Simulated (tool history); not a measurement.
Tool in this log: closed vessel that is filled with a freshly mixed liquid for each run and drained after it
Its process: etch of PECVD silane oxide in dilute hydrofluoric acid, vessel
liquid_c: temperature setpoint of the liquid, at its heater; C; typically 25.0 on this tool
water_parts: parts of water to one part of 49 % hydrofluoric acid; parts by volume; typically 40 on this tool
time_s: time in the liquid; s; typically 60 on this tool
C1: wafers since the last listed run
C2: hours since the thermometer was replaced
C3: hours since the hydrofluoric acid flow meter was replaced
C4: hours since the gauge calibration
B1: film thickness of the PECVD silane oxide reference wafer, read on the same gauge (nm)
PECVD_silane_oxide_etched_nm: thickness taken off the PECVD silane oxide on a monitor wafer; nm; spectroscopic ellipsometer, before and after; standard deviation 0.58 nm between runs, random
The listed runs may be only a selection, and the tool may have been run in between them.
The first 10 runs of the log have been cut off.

-- day=25.392 hydrofluoric acid flow meter replaced
run 11 day=26.771 | liquid_c=28.5 water_parts=45 time_s=30 | C1=5783 C2=2071.2 C3=33.1 C4=1514.8 | B1=68.77 | PECVD_silane_oxide_etched_nm=44.76
run 12 day=29.679 | liquid_c=25.0 water_parts=40 time_s=75 | C1=5084 C2=2141.0 C3=102.9 C4=1584.6 | B1=68.71 | PECVD_silane_oxide_etched_nm=109.02
run 13 day=33.325 | liquid_c=21.5 water_parts=60 time_s=60 | C1=6374 C2=2228.5 C3=190.4 C4=1672.1 | B1=68.60 | PECVD_silane_oxide_etched_nm=48.40
run 14 day=36.033 | liquid_c=25.0 water_parts=20 time_s=60 | C1=4734 C2=2293.5 C3=255.4 C4=1737.1 | B1=68.52 | PECVD_silane_oxide_etched_nm=179.28
run 15 day=37.962 | liquid_c=27.5 water_parts=30 time_s=85 | C1=3372 C2=2339.8 C3=301.7 C4=1783.4 | B1=68.47 | PECVD_silane_oxide_etched_nm=186.43
run 16 day=41.329 | liquid_c=25.0 water_parts=60 time_s=60 | C1=5885 C2=2420.6 C3=382.5 C4=1864.2 | B1=68.37 | PECVD_silane_oxide_etched_nm=56.54
-- day=42.583 gauge calibrated
run 17 day=45.092 | liquid_c=26.5 water_parts=55 time_s=60 | C1=6578 C2=2510.9 C3=472.8 C4=60.2 | B1=69.84 | PECVD_silane_oxide_etched_nm=66.51
run 18 day=46.996 | liquid_c=28.5 water_parts=50 time_s=60 | C1=3329 C2=2556.6 C3=518.5 C4=105.9 | B1=69.76 | PECVD_silane_oxide_etched_nm=80.75
run 19 day=51.054 | liquid_c=20.5 water_parts=55 time_s=85 | C1=7095 C2=2654.0 C3=615.9 C4=203.3 | B1=69.65 | PECVD_silane_oxide_etched_nm=74.62

Estimate the outcome of run 20 from the log above:
run 20 day=55.521 | liquid_c=20.5 water_parts=35 time_s=85 | C1=7809 C2=2761.2 C3=723.1 C4=310.5 | B1=? | PECVD_silane_oxide_etched_nm=?

B1: 69.54
PECVD_silane_oxide_etched_nm: 118.11 nm
If the tool had no hidden condition, the same run with the same run-to-run variation would have returned PECVD_silane_oxide_etched_nm 118.92 nm.
